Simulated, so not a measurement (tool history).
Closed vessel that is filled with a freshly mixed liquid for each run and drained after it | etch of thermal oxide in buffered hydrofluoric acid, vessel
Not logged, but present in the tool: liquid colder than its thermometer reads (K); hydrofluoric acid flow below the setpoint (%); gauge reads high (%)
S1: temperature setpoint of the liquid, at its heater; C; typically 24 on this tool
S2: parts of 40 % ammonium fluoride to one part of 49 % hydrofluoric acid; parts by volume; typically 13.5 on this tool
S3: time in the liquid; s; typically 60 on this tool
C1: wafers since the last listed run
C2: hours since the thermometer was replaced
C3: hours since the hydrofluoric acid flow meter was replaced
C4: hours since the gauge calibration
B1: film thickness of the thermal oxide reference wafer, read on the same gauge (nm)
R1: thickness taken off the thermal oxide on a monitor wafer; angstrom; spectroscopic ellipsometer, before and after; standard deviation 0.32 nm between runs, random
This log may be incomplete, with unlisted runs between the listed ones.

run	hour	S1	S2	S3	C1	C2	C3	C4	B1	R1
1	0	24	13.5	60	0	688.9	168.2	1211.6	59.99	509.6
# hour 15.6: thermometer replaced
2	76.7	24	12	60	5078	61.1	244.9	1288.3	60	600.6
3	118.8	24	13.5	60	2824	103.2	287	1330.4	60	531.2
4	214.2	24	13.5	60	6400	198.6	382.4	1425.8	60	531
5	263.9	24	13.5	60	3334	248.3	432.1	1475.5	59.99	527.6
6	341.3	24	13.5	60	5192	325.7	509.5	1552.9	59.98	529.3
7	431.5	24	13.5	60	6051	415.9	599.7	1643.1	60	527.8
8	513	24	13.5	60	5468	497.4	681.2	1724.6	59.98	522.1
# hour 560: hydrofluoric acid flow meter replaced
9	560.9	24	13.5	60	3146	545.3	0.9	1772.5	59.99	513.4
10	746.4	24	15	60	12445	730.8	186.4	1958	60.01	461.7
11	847.3	28.5	15	70	6769	831.7	287.3	2058.9	60	676
# hour 883.7: thermometer replaced
12	946.5	20.5	13.5	75	6588	62.8	386.5	2158.1	60	553
13	1034.4	24	13.5	50	5897	150.7	474.4	2246	59.99	440
14	1124	24	17.5	60	6011	240.3	564	2335.6	59.98	410.8
# hour 1159.4: gauge calibrated
# hour 1179.4: hydrofluoric acid flow meter replaced
15	1194.6	28.5	18	60	4669	310.9	15.2	35.2	60	504.7
16	1255.4	24	18.5	30	4079	371.7	76	96	59.98	193.8
17	1352.1	28	15.5	35	6487	468.4	172.7	192.7	60	326.2
18	1424.9	24	13.5	60	4884	541.2	245.5	265.5	59.99	517.8
19	1478	20.5	8	30	3562	594.3	298.6	318.6	59.99	344.3
# hour 1613: thermometer replaced
20	1793.6	24	8.5	70	21107	180.6	614.2	634.2	60.01	945.6
21	1917.2	24	13.5	60	8292	304.2	737.8	757.8	60.02	530.5

Here are 4 independent what-if runs from the current tool condition. What would each one return?
A	1917.9	24	13.5	60	46	304.9	738.5	758.5	?	?
B	1917.9	22.5	16.5	90	46	304.9	738.5	758.5	?	?
C	1917.9	21	15.5	60	46	304.9	738.5	758.5	?	?
D	1917.9	26	13.5	60	46	304.9	738.5	758.5	?	?

run	B1	R1
A	59.98	531.2
B	59.98	602.3
C	59.98	392.9
D	59.98	592.2
With no hidden state in the tool, these same runs would have given:
run	R1
A	544.7
B	617.8
C	403.1
D	607.1
